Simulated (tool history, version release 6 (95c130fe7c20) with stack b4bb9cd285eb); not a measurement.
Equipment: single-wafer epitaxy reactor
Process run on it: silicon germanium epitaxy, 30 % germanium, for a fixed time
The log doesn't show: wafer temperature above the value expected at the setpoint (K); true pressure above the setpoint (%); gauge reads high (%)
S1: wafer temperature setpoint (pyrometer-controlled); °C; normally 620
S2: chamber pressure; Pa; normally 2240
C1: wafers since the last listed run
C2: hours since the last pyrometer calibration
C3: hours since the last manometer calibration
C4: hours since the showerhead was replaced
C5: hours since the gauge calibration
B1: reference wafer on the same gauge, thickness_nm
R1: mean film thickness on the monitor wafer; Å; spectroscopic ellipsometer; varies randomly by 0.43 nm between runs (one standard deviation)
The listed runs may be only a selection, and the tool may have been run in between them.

{"run": 1, "hour": 0.0, "S1": 620, "S2": 2026, "C1": 0, "C2": 1818.5, "C3": 1155.6, "C4": 6397.9, "C5": 58.8, "B1": 81.087, "R1": 770.26}
{"hour": 61.5, "done": "capacitance manometer re-zeroed and calibrated"}
{"run": 2, "hour": 92.7, "S1": 620, "S2": 2240, "C1": 1142, "C2": 1911.2, "C3": 31.2, "C4": 6490.6, "C5": 151.5, "B1": 80.961, "R1": 801.02}
{"run": 3, "hour": 200.2, "S1": 610, "S2": 2480, "C1": 1450, "C2": 2018.7, "C3": 138.7, "C4": 6598.1, "C5": 259.0, "B1": 80.989, "R1": 714.98}
{"run": 4, "hour": 242.2, "S1": 610, "S2": 2480, "C1": 566, "C2": 2060.7, "C3": 180.7, "C4": 6640.1, "C5": 301.0, "B1": 80.968, "R1": 717.99}
{"run": 5, "hour": 327.1, "S1": 610, "S2": 2480, "C1": 1145, "C2": 2145.6, "C3": 265.6, "C4": 6725.0, "C5": 385.9, "B1": 81.025, "R1": 725.16}
{"run": 6, "hour": 388.6, "S1": 620, "S2": 1813, "C1": 829, "C2": 2207.1, "C3": 327.1, "C4": 6786.5, "C5": 447.4, "B1": 81.033, "R1": 740.57}
{"run": 7, "hour": 468.5, "S1": 612, "S2": 2240, "C1": 1077, "C2": 2287.0, "C3": 407.0, "C4": 6866.4, "C5": 527.3, "B1": 81.003, "R1": 713.21}
{"run": 8, "hour": 508.1, "S1": 612, "S2": 2240, "C1": 534, "C2": 2326.6, "C3": 446.6, "C4": 6906.0, "C5": 566.9, "B1": 81.006, "R1": 709.22}
{"run": 9, "hour": 599.6, "S1": 620, "S2": 2240, "C1": 1234, "C2": 2418.1, "C3": 538.1, "C4": 6997.5, "C5": 658.4, "B1": 81.144, "R1": 819.51}
{"run": 10, "hour": 654.2, "S1": 620, "S2": 2240, "C1": 736, "C2": 2472.7, "C3": 592.7, "C4": 7052.1, "C5": 713.0, "B1": 80.989, "R1": 807.24}
{"run": 11, "hour": 759.8, "S1": 630, "S2": 2240, "C1": 1424, "C2": 2578.3, "C3": 698.3, "C4": 7157.7, "C5": 818.6, "B1": 81.015, "R1": 970.76}
{"run": 12, "hour": 813.7, "S1": 630, "S2": 2240, "C1": 727, "C2": 2632.2, "C3": 752.2, "C4": 7211.6, "C5": 872.5, "B1": 81.002, "R1": 964.15}
{"run": 13, "hour": 865.5, "S1": 623, "S2": 2240, "C1": 698, "C2": 2684.0, "C3": 804.0, "C4": 7263.4, "C5": 924.3, "B1": 81.053, "R1": 871.61}
{"run": 14, "hour": 960.6, "S1": 620, "S2": 2240, "C1": 1282, "C2": 2779.1, "C3": 899.1, "C4": 7358.5, "C5": 1019.4, "B1": 81.136, "R1": 829.51}
{"run": 15, "hour": 1003.1, "S1": 620, "S2": 2240, "C1": 573, "C2": 2821.6, "C3": 941.6, "C4": 7401.0, "C5": 1061.9, "B1": 80.893, "R1": 835.08}
{"run": 16, "hour": 1090.3, "S1": 620, "S2": 2093, "C1": 1176, "C2": 2908.8, "C3": 1028.8, "C4": 7488.2, "C5": 1149.1, "B1": 80.992, "R1": 821.53}
{"hour": 1128.7, "done": "pyrometer calibrated"}
{"run": 17, "hour": 1178.3, "S1": 620, "S2": 2506, "C1": 1079, "C2": 49.6, "C3": 1116.8, "C4": 7576.2, "C5": 1237.1, "B1": 81.012, "R1": 797.2}
{"hour": 1195.8, "done": "showerhead replaced"}
{"hour": 1206.8, "done": "capacitance manometer re-zeroed and calibrated"}
{"run": 18, "hour": 1221.5, "S1": 611, "S2": 1693, "C1": 366, "C2": 92.8, "C3": 14.7, "C4": 25.7, "C5": 1280.3, "B1": 80.923, "R1": 585.4}
{"run": 19, "hour": 1266.3, "S1": 625, "S2": 1707, "C1": 604, "C2": 137.6, "C3": 59.5, "C4": 70.5, "C5": 1325.1, "B1": 81.085, "R1": 733.94}
{"run": 20, "hour": 1436.5, "S1": 610, "S2": 2613, "C1": 2295, "C2": 307.8, "C3": 229.7, "C4": 240.7, "C5": 1495.3, "B1": 80.873, "R1": 688.89}
{"run": 21, "hour": 1474.7, "S1": 620, "S2": 2040, "C1": 515, "C2": 346.0, "C3": 267.9, "C4": 278.9, "C5": 1533.5, "B1": 80.958, "R1": 727.88}
{"run": 22, "hour": 1511.7, "S1": 633, "S2": 2240, "C1": 499, "C2": 383.0, "C3": 304.9, "C4": 315.9, "C5": 1570.5, "B1": 80.978, "R1": 918.68}
{"hour": 1569.1, "done": "gauge calibrated"}
{"run": 23, "hour": 1569.6, "S1": 620, "S2": 2240, "C1": 781, "C2": 440.9, "C3": 362.8, "C4": 373.8, "C5": 0.5, "B1": 80.935, "R1": 765.79}
{"run": 24, "hour": 1647.2, "S1": 620, "S2": 2026, "C1": 1046, "C2": 518.5, "C3": 440.4, "C4": 451.4, "C5": 78.1, "B1": 81.09, "R1": 727.61}
{"run": 25, "hour": 1693.9, "S1": 632, "S2": 1973, "C1": 629, "C2": 565.2, "C3": 487.1, "C4": 498.1, "C5": 124.8, "B1": 80.888, "R1": 867.54}
{"run": 26, "hour": 1781.5, "S1": 627, "S2": 2680, "C1": 1181, "C2": 652.8, "C3": 574.7, "C4": 585.7, "C5": 212.4, "B1": 81.056, "R1": 917.5}
{"run": 27, "hour": 1865.1, "S1": 620, "S2": 2773, "C1": 1127, "C2": 736.4, "C3": 658.3, "C4": 669.3, "C5": 296.0, "B1": 80.884, "R1": 834.84}
{"run": 28, "hour": 1954.7, "S1": 634, "S2": 1693, "C1": 1208, "C2": 826.0, "C3": 747.9, "C4": 758.9, "C5": 385.6, "B1": 80.927, "R1": 842.54}
{"run": 29, "hour": 2014.5, "S1": 620, "S2": 2240, "C1": 806, "C2": 885.8, "C3": 807.7, "C4": 818.7, "C5": 445.4, "B1": 80.949, "R1": 764.12}
{"run": 30, "hour": 2074.5, "S1": 608, "S2": 1813, "C1": 809, "C2": 945.8, "C3": 867.7, "C4": 878.7, "C5": 505.4, "B1": 81.056, "R1": 580.1}
{"run": 31, "hour": 2172.8, "S1": 610, "S2": 2746, "C1": 1325, "C2": 1044.1, "C3": 966.0, "C4": 977.0, "C5": 603.7, "B1": 81.118, "R1": 723.83}

Selected run-to-run steps in R1, each split into two signed amounts: the part the tool would show with no hidden state at all (from settings, incoming material and random variation), and the remainder, which goes to the hidden state together with any gauge scatter not common to the measured and the hidden-state-free results:
Run 8 -> 9: S1 612 -> 620. R1 +110.29 Å: hidden state +8.80, all else +101.49.
Run 10 -> 11: S1 620 -> 630. R1 +163.52 Å: hidden state +13.71, all else +149.81.
Run 16 -> 17: S2 2093 -> 2506, pyrometer calibrated. R1 -24.33 Å: hidden state -77.74, all else +53.41.
Run 17 -> 18: S1 620 -> 611, S2 2506 -> 1693, showerhead replaced, capacitance manometer re-zeroed and calibrated. R1 -211.80 Å: hidden state +2.44, all else -214.24.
Run 21 -> 22: S1 620 -> 633, S2 2040 -> 2240. R1 +190.80 Å: hidden state -1.54, all else +192.34.
Run 29 -> 30: S1 620 -> 608, S2 2240 -> 1813. R1 -184.02 Å: hidden state +1.31, all else -185.33.
